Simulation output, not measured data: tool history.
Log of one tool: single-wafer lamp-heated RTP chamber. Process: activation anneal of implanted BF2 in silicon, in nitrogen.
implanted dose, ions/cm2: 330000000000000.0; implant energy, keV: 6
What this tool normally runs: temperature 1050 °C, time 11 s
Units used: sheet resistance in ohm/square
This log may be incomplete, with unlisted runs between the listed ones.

run,hour,temperature,time,wafers since the last listed run,wafers since the last pyrometer calibration,wafers since the reflector plate was cleaned,hours since the gauge calibration,"read-back reference wafer on the same gauge, sheet resistance",sheet resistance
1,0.0,1050,11,0,5024,1562,716.0,483.30,421.25
2,28.6,1050,11,460,5484,2022,744.6,483.08,420.28
# hour 36.6: gauge calibrated
3,48.4,1050,11,318,5802,2341,11.8,483.16,421.49
4,83.5,1050,11,564,6367,2906,46.9,483.01,421.76
5,109.4,1050,11,416,6784,3322,72.8,482.96,416.88
6,124.4,1050,11,241,7025,3564,87.8,483.06,417.17
# hour 145.4: reflector plate cleaned
7,189.1,1050,11,912,7937,703,152.5,482.88,415.49
8,204.9,1050,11,254,8191,957,168.3,482.96,412.92
# hour 236.5: pyrometer window cleaned and pyrometer calibrated
9,237.0,1050,11,387,8,1345,200.4,482.87,427.13
10,339.5,1050,11,1649,1657,2994,302.9,482.85,427.81
# hour 348.9: reflector plate cleaned
11,373.3,1050,11,415,2072,392,336.7,482.84,424.06
12,391.7,1050,11,296,2368,688,355.1,482.98,425.89
13,430.8,1030,11,629,2997,1317,394.2,483.19,453.01
14,446.9,1030,11,259,3256,1576,410.3,482.84,453.51
15,461.7,1050,15,238,3494,1814,425.1,482.45,415.15
16,494.6,1050,15,529,4024,2343,458.0,483.16,415.22
17,512.9,1050,15,294,4318,2638,476.3,482.92,410.48
18,545.2,1050,11,519,4838,3157,508.6,483.13,421.61
19,571.1,1050,11,416,5254,3574,534.5,482.83,423.18
# hour 594.7: reflector plate cleaned
20,661.9,1050,11,1332,6586,1081,625.3,483.23,418.25
21,676.3,1024,17,231,6818,1312,639.7,482.73,432.68
# hour 687.7: gauge calibrated
# hour 707.4: pyrometer window cleaned and pyrometer calibrated
22,708.0,1060,6,381,9,1694,20.3,483.08,436.03
23,740.9,1041,9,529,538,2223,53.2,482.97,447.60
24,763.6,1050,15,365,904,2588,75.9,482.40,414.31
25,798.0,1020,5,553,1457,3142,110.3,483.56,504.51
# hour 807.8: reflector plate cleaned
26,816.6,1075,11,170,1628,142,128.9,482.37,398.88
27,844.4,1073,11,447,2075,589,156.7,483.32,401.22
28,869.2,1058,17,398,2474,988,181.5,483.41,401.12
29,889.3,1076,8,323,2797,1311,201.6,483.29,407.91
30,917.4,1077,13,452,3249,1763,229.7,482.99,389.29
31,943.1,1050,11,413,3663,2177,255.4,482.74,425.37
32,973.8,1079,6,493,4157,2671,286.1,482.62,413.22
33,990.1,1050,11,262,4419,2933,302.4,483.16,422.60
34,1020.0,1050,11,481,4900,3414,332.3,483.03,422.47
# hour 1054.4: reflector plate cleaned
35,1054.9,1050,5,432,5333,8,367.2,482.80,449.65
36,1077.2,1050,11,358,5692,367,389.5,482.58,418.95
37,1092.3,1030,11,242,5935,610,404.6,483.60,443.72

For each run, what was the tool's unlogged condition?
wafer temperature error from the tarnished reflector plate, K: 0 on each run
gauge reads high (%): 0 on each run
H1: true wafer temperature minus pyrometer reading, K
run,H1
1,4.59
2,5.39
3,5.99
4,7.13
5,8.04
6,8.59
7,11.2
8,11.9
9,0.72
10,1.17
11,1.51
12,1.73
13,2.31
14,2.58
15,2.85
16,3.52
17,3.93
18,4.73
19,5.43
20,8.33
21,8.85
22,1.48
23,1.53
24,1.61
25,1.83
26,1.98
27,2.27
28,2.58
29,2.87
30,3.34
31,3.82
32,4.47
33,4.84
34,5.59
35,6.56
36,7.23
37,7.71

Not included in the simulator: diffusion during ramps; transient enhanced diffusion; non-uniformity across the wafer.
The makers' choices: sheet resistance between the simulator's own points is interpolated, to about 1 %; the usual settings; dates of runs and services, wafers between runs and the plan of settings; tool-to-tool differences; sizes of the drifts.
